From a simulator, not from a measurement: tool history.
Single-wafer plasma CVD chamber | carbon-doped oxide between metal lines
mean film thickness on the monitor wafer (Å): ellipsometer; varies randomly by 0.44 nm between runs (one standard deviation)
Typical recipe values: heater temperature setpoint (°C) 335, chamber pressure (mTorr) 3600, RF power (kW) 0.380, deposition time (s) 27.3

run    hour  heater temperature setpoint (°C)  chamber pressure (mTorr)  RF power (kW)  deposition time (s)  wafers since the last listed run  hours since the last thermocouple change  hours since the last RF generator calibration  hours since the last manometer calibration  hours since the showerhead was replaced  hours since the gauge calibration  read-back reference wafer on the same gauge, thickness_nm  mean film thickness on the monitor wafer (Å)
  1     0.0                               335                      3600          0.380                 27.3                                 0                                     149.7                                          267.0                                      1169.2                                   6549.7                              458.0                                                    113.042                                       1129.76
  2   106.8                               335                      3600          0.380                 27.3                              2816                                     256.5                                          373.8                                      1276.0                                   6656.5                              564.8                                                    112.995                                       1130.59
  3   168.8                               335                      3600          0.380                 27.3                              1635                                     318.5                                          435.8                                      1338.0                                   6718.5                              626.8                                                    113.101                                       1133.06
  4   232.6                               335                      3600          0.380                 27.3                              1682                                     382.3                                          499.6                                      1401.8                                   6782.3                              690.6                                                    112.955                                       1134.22
  5   269.3                               335                      3600          0.380                 27.3                               967                                     419.0                                          536.3                                      1438.5                                   6819.0                              727.3                                                    112.951                                       1134.33
  6   307.2                               335                      3600          0.380                 27.3                               999                                     456.9                                          574.2                                      1476.4                                   6856.9                              765.2                                                    113.173                                       1136.81
  7   350.5                               335                      2980          0.380                 27.3                              1141                                     500.2                                          617.5                                      1519.7                                   6900.2                              808.5                                                    112.800                                       1114.88
  8   431.7                               335                      3600          0.380                 27.3                              2141                                     581.4                                          698.7                                      1600.9                                   6981.4                              889.7                                                    113.085                                       1134.57
  9   523.9                               335                      3600          0.380                 27.3                              2431                                     673.6                                          790.9                                      1693.1                                   7073.6                              981.9                                                    112.837                                       1133.96
 10   562.7                               335                      3600          0.380                 27.3                              1023                                     712.4                                          829.7                                      1731.9                                   7112.4                             1020.7                                                    113.080                                       1126.73
 11   643.3                               335                      3600          0.380                 27.3                              2125                                     793.0                                          910.3                                      1812.5                                   7193.0                             1101.3                                                    112.959                                       1132.42
 12   685.7                               335                      3600          0.380                 27.3                              1118                                     835.4                                          952.7                                      1854.9                                   7235.4                             1143.7                                                    113.093                                       1127.29
 13   870.7                               335                      3600          0.320                 30.8                              4879                                    1020.4                                         1137.7                                      2039.9                                   7420.4                             1328.7                                                    112.996                                       1100.66
      901.6  -- RF generator calibrated
      933.6  -- showerhead replaced
 14   951.5                               321                      4490          0.350                 32.4                              1708                                    1101.2                                           49.9                                      2120.7                                     17.9                             1409.5                                                    112.768                                       1319.41
 15  1039.5                               335                      3600          0.380                 27.3                              2320                                    1189.2                                          137.9                                      2208.7                                    105.9                             1497.5                                                    112.927                                       1125.86
     1194.1  -- thermocouple changed; heater temperature recalibrated
     1201.4  -- capacitance manometer re-zeroed and calibrated
     1236.7  -- gauge calibrated
 16  1276.3                               335                      3600          0.425                 27.3                              5842                                      82.2                                          374.7                                        74.9                                    342.7                               39.6                                                    112.795                                       1279.02
 17  1570.4                               335                      3600          0.380                 31.0                              7756                                     376.3                                          668.8                                       369.0                                    636.8                              333.7                                                    113.023                                       1309.03
 18  1624.7                               335                      3600          0.380                 32.2                              1432                                     430.6                                          723.1                                       423.3                                    691.1                              388.0                                                    112.922                                       1368.33
     1637.7  -- thermocouple changed; heater temperature recalibrated, repeated, since the last time left the tool worse
 19  1680.4                               335                      4410          0.330                 27.3                              1257                                      42.7                                          778.8                                       479.0                                    746.8                              443.7                                                    112.938                                       1025.41
 20  1782.7                               335                      3600          0.380                 27.3                              2697                                     145.0                                          881.1                                       581.3                                    849.1                              546.0                                                    113.179                                       1123.92
 21  1887.8                               342                      3600          0.325                 27.3                              2771                                     250.1                                          986.2                                       686.4                                    954.2                              651.1                                                    113.023                                        972.00
 22  1993.8                               335                      3600          0.380                 27.3                              2795                                     356.1                                         1092.2                                       792.4                                   1060.2                              757.1                                                    112.952                                       1131.03

Predict each of these 5 candidate next runs independently; none follows another, all start after run 22:
  A  1994.2                               335                      3600          0.380                 23.5                                10                                     356.5                                         1092.6                                       792.8                                   1060.6                              757.5                                                          ?                                             ?
  B  1994.2                               339                      3070          0.335                 22.7                                10                                     356.5                                         1092.6                                       792.8                                   1060.6                              757.5                                                          ?                                             ?
  C  1994.2                               321                      3600          0.320                 29.0                                10                                     356.5                                         1092.6                                       792.8                                   1060.6                              757.5                                                          ?                                             ?
  D  1994.2                               335                      3120          0.335                 27.3                                10                                     356.5                                         1092.6                                       792.8                                   1060.6                              757.5                                                          ?                                             ?
  E  1994.2                               335                      4380          0.380                 27.3                                10                                     356.5                                         1092.6                                       792.8                                   1060.6                              757.5                                                          ?                                             ?

run  read-back reference wafer on the same gauge, thickness_nm  mean film thickness on the monitor wafer (Å)
  A                                                    112.918                                        978.08
  B                                                    112.918                                        824.91
  C                                                    112.918                                       1078.36
  D                                                    112.918                                       1001.97
  E                                                    112.918                                       1155.93
Without the tool's hidden state the same runs would have given:
run  mean film thickness on the monitor wafer (Å)
  A                                        982.96
  B                                        828.97
  C                                       1084.37
  D                                       1006.96
  E                                       1161.69

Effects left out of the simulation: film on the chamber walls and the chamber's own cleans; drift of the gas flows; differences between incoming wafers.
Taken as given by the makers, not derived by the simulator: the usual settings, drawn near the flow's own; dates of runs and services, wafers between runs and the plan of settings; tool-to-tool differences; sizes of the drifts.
